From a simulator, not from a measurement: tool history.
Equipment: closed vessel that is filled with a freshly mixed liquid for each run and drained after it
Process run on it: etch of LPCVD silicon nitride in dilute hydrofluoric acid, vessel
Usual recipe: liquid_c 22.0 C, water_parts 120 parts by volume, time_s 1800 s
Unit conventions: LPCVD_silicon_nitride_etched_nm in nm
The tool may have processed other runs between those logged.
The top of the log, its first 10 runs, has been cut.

| run | hour | liquid_c | water_parts | time_s | wafers since the last listed run | hours since the thermometer was replaced | hours since the hydrofluoric acid flow meter was replaced | hours since the gauge calibration | read-back film thickness of the LPCVD silicon nitride reference wafer, read on the same gauge (nm) | LPCVD_silicon_nitride_etched_nm |
|---|---|---|---|---|---|---|---|---|---|---|
| 11 | 762.1 | 22.0 | 150 | 1800 | 4929 | 1800.6 | 1270.8 | 950.3 | 90.00 | 5.70 |
| 12 | 809.4 | 22.0 | 150 | 1800 | 2362 | 1847.9 | 1318.1 | 997.6 | 89.98 | 5.65 |
| 13 | 875.4 | 20.5 | 120 | 1800 | 3296 | 1913.9 | 1384.1 | 1063.6 | 90.01 | 6.35 |
|  | 884.1 | thermometer replaced |
| 14 | 919.8 | 22.0 | 120 | 1800 | 2167 | 35.7 | 1428.5 | 1108.0 | 90.01 | 7.18 |
| 15 | 991.2 | 22.0 | 120 | 1800 | 3565 | 107.1 | 1499.9 | 1179.4 | 90.00 | 7.16 |
| 16 | 1047.2 | 22.0 | 120 | 1800 | 2796 | 163.1 | 1555.9 | 1235.4 | 90.00 | 7.12 |
|  | 1090.1 | hydrofluoric acid flow meter replaced |
| 17 | 1371.1 | 22.0 | 120 | 1800 | 16126 | 487.0 | 281.0 | 1559.3 | 90.01 | 7.35 |
| 18 | 1410.2 | 22.0 | 80 | 850 | 1952 | 526.1 | 320.1 | 1598.4 | 90.00 | 5.14 |
| 19 | 1454.4 | 19.5 | 90 | 865 | 2207 | 570.3 | 364.3 | 1642.6 | 89.98 | 3.95 |
| 20 | 1544.4 | 22.0 | 120 | 2130 | 4494 | 660.3 | 454.3 | 1732.6 | 89.99 | 8.62 |
| 21 | 1599.7 | 22.0 | 120 | 1420 | 2761 | 715.6 | 509.6 | 1787.9 | 90.00 | 5.72 |
|  | 1621.1 | gauge calibrated |
| 22 | 1639.0 | 22.0 | 65 | 1240 | 1962 | 754.9 | 548.9 | 17.9 | 89.98 | 9.15 |
| 23 | 1712.4 | 22.0 | 95 | 1800 | 3665 | 828.3 | 622.3 | 91.3 | 89.98 | 9.14 |
| 24 | 1774.7 | 24.5 | 120 | 1800 | 3111 | 890.6 | 684.6 | 153.6 | 90.01 | 8.56 |
| 25 | 1866.0 | 19.0 | 120 | 1800 | 4559 | 981.9 | 775.9 | 244.9 | 89.99 | 5.93 |
| 26 | 1912.7 | 22.0 | 120 | 1800 | 2332 | 1028.6 | 822.6 | 291.6 | 89.98 | 7.26 |
| 27 | 2130.4 | 22.0 | 120 | 1800 | 10872 | 1246.3 | 1040.3 | 509.3 | 89.99 | 7.15 |
| 28 | 2169.1 | 22.0 | 95 | 1800 | 1932 | 1285.0 | 1079.0 | 548.0 | 89.99 | 8.97 |
| 29 | 2233.3 | 20.5 | 95 | 2535 | 3206 | 1349.2 | 1143.2 | 612.2 | 90.00 | 11.45 |
| 30 | 2311.0 | 22.0 | 95 | 1800 | 3880 | 1426.9 | 1220.9 | 689.9 | 89.99 | 8.98 |
| 31 | 2406.4 | 22.0 | 120 | 1800 | 4764 | 1522.3 | 1316.3 | 785.3 | 90.00 | 7.06 |
| 32 | 2494.0 | 22.0 | 120 | 1105 | 4374 | 1609.9 | 1403.9 | 872.9 | 89.99 | 4.36 |

3 ways to go on from here, each from the tool as it stands after run 32. What would each give?
| A | 2495.2 | 22.0 | 120 | 1530 | 59 | 1611.1 | 1405.1 | 874.1 | ? | ? |
| B | 2495.2 | 22.0 | 140 | 1800 | 59 | 1611.1 | 1405.1 | 874.1 | ? | ? |
| C | 2495.2 | 20.5 | 155 | 2445 | 59 | 1611.1 | 1405.1 | 874.1 | ? | ? |

| run | read-back film thickness of the LPCVD silicon nitride reference wafer, read on the same gauge (nm) | LPCVD_silicon_nitride_etched_nm |
|---|---|---|
| A | 89.99 | 6.00 |
| B | 89.99 | 6.07 |
| C | 89.99 | 6.75 |
Had the tool no hidden state, the same runs would have come out as:
| run | LPCVD_silicon_nitride_etched_nm |
|---|---|
| A | 6.31 |
| B | 6.39 |
| C | 7.11 |

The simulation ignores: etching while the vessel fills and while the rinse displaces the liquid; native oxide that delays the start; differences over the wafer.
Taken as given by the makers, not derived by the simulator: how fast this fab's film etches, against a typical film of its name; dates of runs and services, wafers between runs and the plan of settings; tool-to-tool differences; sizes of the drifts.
